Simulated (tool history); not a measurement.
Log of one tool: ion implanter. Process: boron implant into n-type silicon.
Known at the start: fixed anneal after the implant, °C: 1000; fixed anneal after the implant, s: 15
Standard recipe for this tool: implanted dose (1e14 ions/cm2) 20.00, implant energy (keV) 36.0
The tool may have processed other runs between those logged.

run,hour,implanted dose (1e14 ions/cm2),implant energy (keV),"read-back reference wafer on the same gauge, sheet resistance",sheet resistance of the implanted and annealed layer (ohm/square)
1,0.0,20.00,36.0,57.08,65.99
2,97.4,20.00,36.0,57.10,65.55
3,188.1,20.00,36.0,57.09,65.26
4,233.9,20.00,36.0,57.07,65.65
5,331.8,20.00,36.0,57.13,65.34
6,419.5,20.00,36.0,57.08,65.06
7,512.1,20.00,36.0,57.11,65.97
8,554.5,20.00,36.0,57.11,65.00
9,647.0,16.55,39.5,57.09,73.08
10,696.9,16.55,39.5,57.09,73.86
11,763.1,14.09,39.5,57.07,83.25
# hour 854.0: extraction supply calibrated
12,858.0,20.00,36.0,57.07,65.61
13,927.7,24.87,43.5,57.09,54.92
14,982.5,23.48,26.0,57.10,63.88
# hour 1032.1: gauge calibrated
15,1067.6,15.52,30.0,57.07,79.02
16,1113.8,17.66,31.0,57.07,72.19
# hour 1144.5: Faraday cup replaced and dose calibrated
17,1205.4,20.00,36.0,57.08,66.96
18,1292.6,20.00,36.0,57.09,66.71
19,1361.9,20.00,36.0,57.10,66.67
20,1433.2,18.18,24.5,57.11,75.12
21,1503.5,14.30,43.5,57.11,83.41

Exercise: give the hidden state of the tool at every run:
deviation of the true energy from its setpoint, %: 0, the same for each run
gauge reads high (%): 0, the same for each run
H1: deviation of the true dose from the Faraday cup's reading, %
run,H1
1,3.24
2,3.43
3,3.59
4,3.66
5,3.8
6,3.92
7,4.02
8,4.07
9,4.16
10,4.2
11,4.26
12,4.33
13,4.38
14,4.41
15,4.46
16,4.48
17,0.3
18,0.804
19,1.17
20,1.51
21,1.82
